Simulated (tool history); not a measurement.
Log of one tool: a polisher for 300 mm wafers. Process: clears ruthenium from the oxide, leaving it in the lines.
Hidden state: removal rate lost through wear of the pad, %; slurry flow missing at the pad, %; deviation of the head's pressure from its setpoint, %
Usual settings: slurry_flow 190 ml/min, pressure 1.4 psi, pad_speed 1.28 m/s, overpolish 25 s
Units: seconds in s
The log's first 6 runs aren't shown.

run,hour,slurry_flow,pressure,pad_speed,overpolish,wafers since the last listed run,wafers polished on this pad,hours since the slurry nozzle was cleaned,hours since the head pressure was calibrated,"incoming thickness of the incoming film, nm",seconds
# hour 196.8: head pressure recalibrated
7,208.6,190,1.4,1.28,25,83,216,144.6,11.8,90.3,101.6
8,258,190,1.4,1.28,21,254,471,194,61.2,89.1,102.9
9,303.5,190,1.4,1.28,21,234,705,239.5,106.7,91.1,106.8
10,375.6,190,1.4,1.28,25,371,1077,311.6,178.8,88.7,102.9
11,403.3,190,1.4,1.28,25,142,1220,339.3,206.5,90.1,103.9
12,438.4,190,1.4,1.28,25,180,1401,374.4,241.6,90.2,105.1
# hour 460: worn pad replaced by a new one
# hour 540.5: slurry nozzle cleaned
13,541,190,1.4,1.28,25,503,412,0.5,344.2,89.8,98.3
# hour 551.3: head pressure recalibrated
14,567.8,190,1.7,0.94,35,127,540,27.3,16.5,91.4,128.7
15,590.9,220,1.4,1.28,18,119,659,50.4,39.6,90,104.2
16,618.7,190,1.4,1.28,32,143,802,78.2,67.4,90.2,104.1
17,650.7,135,1.1,1.62,39,164,967,110.2,99.4,89.8,100.2
18,668.8,190,1.4,1.28,25,93,1060,128.3,117.5,89.3,103.3
19,688.8,190,1.4,1.28,25,103,1163,148.3,137.5,90.8,105.2
20,702.3,190,1.4,1.28,19,69,1233,161.8,151,89.4,102.8
# hour 721: worn pad replaced by a new one
21,781.9,190,1.4,1.16,25,389,313,241.4,230.6,88.4,105.7
22,810.2,160,1.4,1.28,13,145,459,269.7,258.9,90,101.6
23,822.8,170,1.4,1.28,25,64,524,282.3,271.5,89,101.6
24,842.9,225,1.4,1.28,25,103,628,302.4,291.6,91,99.2

The next listed run, before its measurement:
25,859.3,190,1.4,0.98,25,84,712,318.8,308,89.9,?

Run 25 gave seconds 131 s.
Without the tool's hidden state the same run would have given seconds 130.2 s.
